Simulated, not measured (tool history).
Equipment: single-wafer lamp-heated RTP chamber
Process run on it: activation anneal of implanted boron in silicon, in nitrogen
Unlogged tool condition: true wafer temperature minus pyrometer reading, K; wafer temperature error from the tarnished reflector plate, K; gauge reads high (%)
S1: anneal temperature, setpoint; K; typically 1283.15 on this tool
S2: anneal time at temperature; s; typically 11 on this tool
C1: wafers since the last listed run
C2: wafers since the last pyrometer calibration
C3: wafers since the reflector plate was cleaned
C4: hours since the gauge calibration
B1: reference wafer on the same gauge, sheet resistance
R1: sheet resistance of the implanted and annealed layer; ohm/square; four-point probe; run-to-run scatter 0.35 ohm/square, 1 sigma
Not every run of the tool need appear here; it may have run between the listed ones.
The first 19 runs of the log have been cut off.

run 20 hour=1183.8 | S1=1283.15 S2=11 | C1=1159 C2=1512 C3=4455 C4=521.9 | B1=103.99 | R1=114.91
run 21 hour=1209.8 | S1=1296.15 S2=8 | C1=422 C2=1934 C3=4877 C4=547.9 | B1=103.98 | R1=113.65
run 22 hour=1270.1 | S1=1267.15 S2=13 | C1=979 C2=2914 C3=5857 C4=608.2 | B1=103.89 | R1=119.07
run 23 hour=1303.7 | S1=1262.15 S2=5 | C1=545 C2=3460 C3=6402 C4=641.8 | B1=103.97 | R1=125.24
run 24 hour=1334.8 | S1=1263.15 S2=7 | C1=505 C2=3965 C3=6907 C4=672.9 | B1=103.85 | R1=123.63
run 25 hour=1368.3 | S1=1298.15 S2=15 | C1=544 C2=4509 C3=7452 C4=706.4 | B1=103.86 | R1=112.31
run 26 hour=1395.5 | S1=1283.15 S2=7 | C1=441 C2=4951 C3=7893 C4=733.6 | B1=103.87 | R1=116.13
run 27 hour=1436.7 | S1=1283.15 S2=11 | C1=669 C2=5620 C3=8562 C4=774.8 | B1=103.89 | R1=114.95
run 28 hour=1477.9 | S1=1275.15 S2=5 | C1=669 C2=6289 C3=9232 C4=816.0 | B1=103.78 | R1=118.92
run 29 hour=1517.6 | S1=1297.15 S2=11 | C1=644 C2=6934 C3=9876 C4=855.7 | B1=103.76 | R1=112.84
run 30 hour=1564.8 | S1=1274.15 S2=6 | C1=766 C2=7700 C3=10643 C4=902.9 | B1=103.77 | R1=118.43
-- hour=1595.8 pyrometer window cleaned and pyrometer calibrated
run 31 hour=1633.8 | S1=1283.15 S2=11 | C1=990 C2=616 C3=11634 C4=971.9 | B1=103.72 | R1=114.80
run 32 hour=1686.4 | S1=1283.15 S2=11 | C1=854 C2=1470 C3=12488 C4=1024.5 | B1=103.54 | R1=114.02
run 33 hour=1727.0 | S1=1283.15 S2=11 | C1=659 C2=2130 C3=13148 C4=1065.1 | B1=103.59 | R1=114.86
run 34 hour=1767.4 | S1=1270.15 S2=6 | C1=656 C2=2786 C3=13804 C4=1105.5 | B1=103.48 | R1=119.82
run 35 hour=1830.6 | S1=1273.15 S2=15 | C1=1026 C2=3812 C3=14830 C4=1168.7 | B1=103.42 | R1=115.92
-- hour=1862.8 reflector plate cleaned
run 36 hour=1878.5 | S1=1283.15 S2=14 | C1=648 C2=4460 C3=254 C4=1216.6 | B1=103.35 | R1=113.45

Branching from run 36: 5 alternative next runs. What would each branch give?
run A hour=1878.9 | S1=1283.15 S2=11 | C1=6 C2=4467 C3=261 C4=1217.0 | B1=? | R1=?
run B hour=1878.9 | S1=1255.15 S2=14 | C1=6 C2=4467 C3=261 C4=1217.0 | B1=? | R1=?
run C hour=1878.9 | S1=1312.15 S2=8 | C1=6 C2=4467 C3=261 C4=1217.0 | B1=? | R1=?
run D hour=1878.9 | S1=1291.15 S2=14 | C1=6 C2=4467 C3=261 C4=1217.0 | B1=? | R1=?
run E hour=1878.9 | S1=1299.15 S2=13 | C1=6 C2=4467 C3=261 C4=1217.0 | B1=? | R1=?

run=A B1=103.28 R1=113.84
run=B B1=103.28 R1=124.74
run=C B1=103.28 R1=110.84
run=D B1=103.28 R1=112.20
run=E B1=103.28 R1=111.44
Take away the tool's hidden state, keep each run's random variation, and the runs would have read:
run=A R1=114.57
run=B R1=125.54
run=C R1=111.55
run=D R1=112.92
run=E R1=112.16
